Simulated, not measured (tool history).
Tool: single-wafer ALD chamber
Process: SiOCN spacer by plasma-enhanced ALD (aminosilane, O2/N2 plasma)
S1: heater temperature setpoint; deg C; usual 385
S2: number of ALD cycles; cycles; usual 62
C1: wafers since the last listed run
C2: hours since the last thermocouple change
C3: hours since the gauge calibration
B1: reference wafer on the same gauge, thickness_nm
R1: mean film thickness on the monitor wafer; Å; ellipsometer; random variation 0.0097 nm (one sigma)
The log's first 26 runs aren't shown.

run    hour   S1  S2  C1     C2     C3     B1     R1
 27   756.3  390  51  56  114.9  256.6  3.779  32.05
 28   774.5  391  69  49  133.1  274.8  3.776  43.22
 29   808.9  392  67  93  167.5  309.2  3.776  42.00
 30   835.5  371  55  72  194.1  335.8  3.774  34.50
 31   864.0  391  62  77  222.6  364.3  3.773  38.88
 32   879.6  385  62  42  238.2  379.9  3.772  38.98
 33   898.8  385  62  52  257.4  399.1  3.772  38.90
 34   931.2  385  62  88  289.8  431.5  3.768  38.74
 35   950.4  390  68  52  309.0  450.7  3.770  42.65
 36   973.3  377  56  62  331.9  473.6  3.770  34.97
 37  1002.4  377  54  79  361.0  502.7  3.765  33.75
 38  1023.4  397  68  57  382.0  523.7  3.765  42.64
 39  1038.2  385  62  40  396.8  538.5  3.763  38.68
 40  1058.9  399  69  56  417.5  559.2  3.761  42.88
 41  1078.6  389  52  53  437.2  578.9  3.759  32.37

5 ways to go on from here, each from the tool as it stands after run 41. What would each give?
  A  1079.1  392  62   1  437.7  579.4   ?   ?
  B  1079.1  374  55   1  437.7  579.4   ?   ?
  C  1079.1  392  56   1  437.7  579.4   ?   ?
  D  1079.1  385  52   1  437.7  579.4   ?   ?
  E  1079.1  399  56   1  437.7  579.4   ?   ?

run     B1     R1
  A  3.761  38.81
  B  3.761  34.42
  C  3.761  35.05
  D  3.761  32.55
  E  3.761  34.96
Without the tool's hidden state the same runs would have given:
run     R1
  A  38.90
  B  34.51
  C  35.14
  D  32.63
  E  35.04
